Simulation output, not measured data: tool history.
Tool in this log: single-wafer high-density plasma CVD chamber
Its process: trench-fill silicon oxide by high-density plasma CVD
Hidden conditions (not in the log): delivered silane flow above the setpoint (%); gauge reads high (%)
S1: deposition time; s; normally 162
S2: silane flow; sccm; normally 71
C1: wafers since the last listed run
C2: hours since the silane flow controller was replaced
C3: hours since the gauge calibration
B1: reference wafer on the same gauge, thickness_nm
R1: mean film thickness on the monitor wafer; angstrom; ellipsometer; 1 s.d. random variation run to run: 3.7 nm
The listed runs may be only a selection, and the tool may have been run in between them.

run    hour   S1  S2    C1      C2      C3        B1        R1
  1     0.0  162  71     0  2266.7   383.2  1280.093  11700.45
  2    50.2  162  71   530  2316.9   433.4  1280.356  11744.88
  3   103.6  162  71   564  2370.3   486.8  1279.832  11767.27
  4   149.2  162  71   481  2415.9   532.4  1279.237  11774.81
  5   189.0  162  71   420  2455.7   572.2  1279.969  11725.51
  6   243.2  162  63   572  2509.9   626.4  1280.940  10634.85
  7   295.2  162  79   549  2561.9   678.4  1279.721  12802.23
  8   348.6  162  79   564  2615.3   731.8  1279.292  12757.60
  9   391.4  162  71   452  2658.1   774.6  1279.917  11604.91
 10   457.6  162  71   699  2724.3   840.8  1279.286  11594.36
 11   512.2  153  80   576  2778.9   895.4  1280.180  12054.68
 12   718.8  162  60  2182  2985.5  1102.0  1280.114  10163.85
 13   773.5  162  60   577  3040.2  1156.7  1279.629  10123.58
 14   845.3  162  60   758  3112.0  1228.5  1279.384  10073.99
      913.3  -- silane flow controller replaced
 15   916.5  186  77   667     3.2  1299.7  1279.926  14729.71
 16   952.5  162  71   380    39.2  1335.7  1280.033  12014.65
 17  1014.1  132  64   650   100.8  1397.3  1279.858   8930.26
     1027.7  -- gauge calibrated
 18  1085.5  162  71   754   172.2    57.8  1279.745  11989.24
 19  1134.0  130  63   512   220.7   106.3  1281.315   8727.51
 20  1205.9  162  71   759   292.6   178.2  1280.773  11909.08
 21  1267.4  134  85   649   354.1   239.7  1280.738  11492.17
 22  1310.2  162  71   452   396.9   282.5  1279.341  11889.39
 23  1375.8  143  64   692   462.5   348.1  1278.613   9668.37
 24  1408.1  153  75   341   494.8   380.4  1279.521  11752.32
 25  1445.2  162  82   391   531.9   417.5  1279.573  13408.68
 26  1504.9  170  59   630   591.6   477.2  1279.467  10807.82
 27  1568.0  162  71   666   654.7   540.3  1280.938  11879.43
 28  1617.2  162  77   519   703.9   589.5  1280.711  12684.00
 29  1684.5  162  71   710   771.2   656.8  1281.047  11898.74

Had the tool no unlogged condition, and each run kept its random variation, what would the results have been?
run        R1
  1  11933.15
  2  11988.38
  3  12022.05
  4  12039.21
  5  11997.19
  6  10891.82
  7  13124.07
  8  13091.39
  9  11918.26
 10  11922.80
 11  12409.67
 12  10508.55
 13  10479.49
 14  10444.98
 15  14784.79
 16  12059.64
 17   8963.98
 18  12035.34
 19   8761.66
 20  11957.24
 21  11540.26
 22  11940.50
 23   9711.87
 24  11806.49
 25  13472.31
 26  10861.68
 27  11941.95
 28  12753.78
 29  11968.41
